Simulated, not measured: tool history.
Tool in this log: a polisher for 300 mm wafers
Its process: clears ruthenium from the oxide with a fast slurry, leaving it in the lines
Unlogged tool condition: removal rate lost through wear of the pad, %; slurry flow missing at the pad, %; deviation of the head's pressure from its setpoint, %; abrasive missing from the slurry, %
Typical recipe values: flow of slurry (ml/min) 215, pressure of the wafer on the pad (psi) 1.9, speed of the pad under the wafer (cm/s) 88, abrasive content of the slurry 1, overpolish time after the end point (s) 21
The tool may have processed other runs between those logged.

run,day,flow of slurry (ml/min),pressure of the wafer on the pad (psi),speed of the pad under the wafer (cm/s),abrasive content of the slurry,overpolish time after the end point (s),wafers since the last listed run,wafers polished on this pad,hours since the slurry nozzle was cleaned,hours since the head pressure was calibrated,hours since the slurry blender was calibrated,"incoming thickness of the incoming film, nm",time until the end point was called (s),dishing of a wide line in a test structure (Å)
1,0,180,1.9,88,1,21,0,273,437.7,824.2,320.7,163.5,74.3,342
2,2.342,215,1.9,88,1,21,569,842,493.9,880.4,376.9,160.6,71.1,354
3,5.025,215,1.9,88,1,21,652,1494,558.3,944.8,441.3,162.3,75.9,346
4,6.092,155,1.9,102,1,21,259,1753,583.9,970.4,466.9,162.3,69.7,368
5,8.45,215,2.1,88,1,21,573,2326,640.5,1027,523.5,160.3,68.3,371
# day 8.912: slurry nozzle cleaned
# day 9.596: slurry blender recalibrated
6,9.958,215,1.9,88,1,21,336,2663,25.1,1063.2,8.7,163.5,70.8,363
7,11.188,215,2.2,88,1,21,298,2961,54.6,1092.7,38.2,161.9,61.3,404
8,12.383,215,2.6,88,1.3,21,290,3252,83.3,1121.4,66.9,159.2,45.9,521
9,14.175,185,2.2,102,1,21,435,3687,126.3,1164.4,109.9,159.7,55.6,447
10,17.062,215,1.3,102,1.25,10,701,4389,195.6,1233.7,179.2,160.7,86.3,155
11,18.888,215,2.2,100,1.2,21,443,4832,239.4,1277.5,223,159.3,51.8,467
12,21.112,215,1.7,88,1,24,540,5373,292.8,1330.9,276.4,162.8,80.3,366
# day 22.983: worn pad replaced by a new one
13,23.367,215,1.9,88,1,21,507,92,346.9,1385,330.5,158.9,73,366
14,25.496,270,1.9,88,1.25,21,517,610,398,1436.1,381.6,157.9,61.6,385
# day 26.429: head pressure recalibrated
15,26.5,215,1.9,88,1,21,223,833,422.1,1.7,405.7,161.7,72.6,367
16,28.546,215,1.9,88,1,21,497,1331,471.2,50.8,454.8,162.1,73.1,347
# day 29.6: slurry blender recalibrated
17,31.25,215,1.9,88,1,21,636,1968,536.1,115.7,39.6,160.1,70.9,355
18,32.604,215,1.9,98,1,21,329,2297,568.6,148.2,72.1,160.9,69,367
19,34.054,250,1.9,96,1,30,352,2649,603.4,183,106.9,159.4,67.7,498
20,37.008,215,1.9,88,1,25,717,3367,674.3,253.9,177.8,160,76,406
# day 37.467: slurry nozzle cleaned
21,39.258,215,2.1,74,1,21,536,3903,43,307.9,231.8,162,71.7,367
22,42.179,215,1.9,88,1,21,709,4613,113.1,378,301.9,161.1,69.4,362
23,43.958,215,1.9,74,1,21,432,5046,155.8,420.7,344.6,160.2,76.2,341
# day 46.8: worn pad replaced by a new one
24,46.921,150,1.9,88,1.15,12,679,29,226.9,491.8,415.7,158.6,69.7,226
25,48.738,215,1.9,88,1,21,441,470,270.5,535.4,459.3,159,69.4,368
# day 50.342: slurry blender recalibrated
26,50.433,155,1.9,66,1.1,33,391,862,311.2,576.1,2.2,160.1,85,449
27,53.412,215,1.9,88,1,21,723,1586,382.7,647.6,73.7,157.2,67.8,369

Each row is a separate what-if for the run after 27, all from the same tool condition, not one after another. Results?
A,53.429,215,1.9,70,1,21,4,1590,383.1,648,74.1,158.4,?,?
B,53.429,155,1.9,88,1,32,4,1590,383.1,648,74.1,158.4,?,?
C,53.429,285,1.9,104,1.1,21,4,1590,383.1,648,74.1,158.4,?,?
D,53.429,255,1.9,88,1,16,4,1590,383.1,648,74.1,158.4,?,?
E,53.429,215,2.6,88,1,21,4,1590,383.1,648,74.1,158.4,?,?

run,time until the end point was called (s),dishing of a wide line in a test structure (Å)
A,79.2,319
B,72.1,485
C,58.1,413
D,68,288
E,50.6,461
What these runs would have given with no unlogged condition in the tool:
run,time until the end point was called (s),dishing of a wide line in a test structure (Å)
A,78.3,322
B,71,491
C,57.5,416
D,67.3,290
E,50,465
